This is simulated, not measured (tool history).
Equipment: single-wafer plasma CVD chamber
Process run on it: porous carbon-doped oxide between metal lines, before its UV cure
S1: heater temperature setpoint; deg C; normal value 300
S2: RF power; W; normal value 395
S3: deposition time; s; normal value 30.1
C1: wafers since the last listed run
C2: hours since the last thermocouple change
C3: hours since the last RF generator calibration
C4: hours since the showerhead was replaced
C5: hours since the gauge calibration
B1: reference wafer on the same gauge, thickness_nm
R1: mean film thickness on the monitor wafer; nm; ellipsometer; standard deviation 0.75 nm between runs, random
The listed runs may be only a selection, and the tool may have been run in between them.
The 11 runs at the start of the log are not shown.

run 12 hour=797.0 | S1=306 S2=395 S3=25.7 | C1=1657 C2=372.2 C3=573.0 C4=89.3 C5=2429.1 | B1=115.083 | R1=119.092
run 13 hour=838.3 | S1=300 S2=395 S3=30.1 | C1=784 C2=413.5 C3=614.3 C4=130.6 C5=2470.4 | B1=114.968 | R1=141.966
-- hour=868.8 gauge calibrated
run 14 hour=935.8 | S1=300 S2=395 S3=30.1 | C1=1851 C2=511.0 C3=711.8 C4=228.1 C5=67.0 | B1=115.194 | R1=142.741
run 15 hour=990.5 | S1=305 S2=450 S3=32.5 | C1=1038 C2=565.7 C3=766.5 C4=282.8 C5=121.7 | B1=114.895 | R1=157.863
run 16 hour=1083.3 | S1=305 S2=465 S3=35.9 | C1=1761 C2=658.5 C3=859.3 C4=375.6 C5=214.5 | B1=115.118 | R1=177.706
run 17 hour=1160.4 | S1=300 S2=395 S3=33.4 | C1=1463 C2=735.6 C3=936.4 C4=452.7 C5=291.6 | B1=114.874 | R1=157.203
run 18 hour=1231.9 | S1=300 S2=395 S3=31.7 | C1=1357 C2=807.1 C3=1007.9 C4=524.2 C5=363.1 | B1=114.954 | R1=149.792
run 19 hour=1322.4 | S1=287 S2=440 S3=30.1 | C1=1718 C2=897.6 C3=1098.4 C4=614.7 C5=453.6 | B1=115.105 | R1=159.858
-- hour=1403.2 thermocouple changed; heater temperature recalibrated
run 20 hour=1418.5 | S1=300 S2=395 S3=30.1 | C1=1672 C2=15.3 C3=1194.5 C4=710.8 C5=549.7 | B1=115.029 | R1=140.199
run 21 hour=1519.1 | S1=296 S2=370 S3=34.1 | C1=1909 C2=115.9 C3=1295.1 C4=811.4 C5=650.3 | B1=115.052 | R1=158.861
run 22 hour=1607.2 | S1=300 S2=395 S3=30.1 | C1=1672 C2=204.0 C3=1383.2 C4=899.5 C5=738.4 | B1=115.018 | R1=141.858
run 23 hour=1657.1 | S1=300 S2=395 S3=30.1 | C1=947 C2=253.9 C3=1433.1 C4=949.4 C5=788.3 | B1=115.082 | R1=142.879
run 24 hour=1961.3 | S1=300 S2=395 S3=30.1 | C1=5775 C2=558.1 C3=1737.3 C4=1253.6 C5=1092.5 | B1=114.979 | R1=141.551
run 25 hour=2027.7 | S1=300 S2=395 S3=30.1 | C1=1260 C2=624.5 C3=1803.7 C4=1320.0 C5=1158.9 | B1=115.059 | R1=142.920
run 26 hour=2107.9 | S1=300 S2=395 S3=30.1 | C1=1522 C2=704.7 C3=1883.9 C4=1400.2 C5=1239.1 | B1=114.888 | R1=144.201
run 27 hour=2206.2 | S1=312 S2=395 S3=30.1 | C1=1866 C2=803.0 C3=1982.2 C4=1498.5 C5=1337.4 | B1=115.028 | R1=134.430
run 28 hour=2257.7 | S1=300 S2=335 S3=27.5 | C1=977 C2=854.5 C3=2033.7 C4=1550.0 C5=1388.9 | B1=114.859 | R1=120.646
run 29 hour=2326.7 | S1=300 S2=395 S3=34.9 | C1=1309 C2=923.5 C3=2102.7 C4=1619.0 C5=1457.9 | B1=115.134 | R1=164.989
run 30 hour=2401.9 | S1=308 S2=395 S3=33.5 | C1=1427 C2=998.7 C3=2177.9 C4=1694.2 C5=1533.1 | B1=115.002 | R1=151.553
-- hour=2414.5 RF generator calibrated
-- hour=2428.8 thermocouple changed; heater temperature recalibrated
run 31 hour=2461.9 | S1=292 S2=395 S3=30.1 | C1=835 C2=33.1 C3=47.4 C4=1754.2 C5=1593.1 | B1=114.931 | R1=147.477
run 32 hour=2522.7 | S1=300 S2=370 S3=24.9 | C1=1154 C2=93.9 C3=108.2 C4=1815.0 C5=1653.9 | B1=115.114 | R1=113.256
run 33 hour=2577.3 | S1=294 S2=440 S3=28.5 | C1=1036 C2=148.5 C3=162.8 C4=1869.6 C5=1708.5 | B1=115.024 | R1=144.376

5 options for the next run, each taken on its own from the tool as it stands now. Forecast them:
run A hour=2577.7 | S1=300 S2=395 S3=30.1 | C1=7 C2=148.9 C3=163.2 C4=1870.0 C5=1708.9 | B1=? | R1=?
run B hour=2577.7 | S1=300 S2=395 S3=35.2 | C1=7 C2=148.9 C3=163.2 C4=1870.0 C5=1708.9 | B1=? | R1=?
run C hour=2577.7 | S1=300 S2=370 S3=30.1 | C1=7 C2=148.9 C3=163.2 C4=1870.0 C5=1708.9 | B1=? | R1=?
run D hour=2577.7 | S1=300 S2=450 S3=30.1 | C1=7 C2=148.9 C3=163.2 C4=1870.0 C5=1708.9 | B1=? | R1=?
run E hour=2577.7 | S1=300 S2=395 S3=25.1 | C1=7 C2=148.9 C3=163.2 C4=1870.0 C5=1708.9 | B1=? | R1=?

run=A B1=115.025 R1=141.253
run=B B1=115.025 R1=164.449
run=C B1=115.025 R1=137.374
run=D B1=115.025 R1=149.615
run=E B1=115.025 R1=118.462
Had the tool no hidden state, the same runs would have come out as:
run=A R1=140.481
run=B R1=163.550
run=C R1=136.622
run=D R1=148.797
run=E R1=117.814
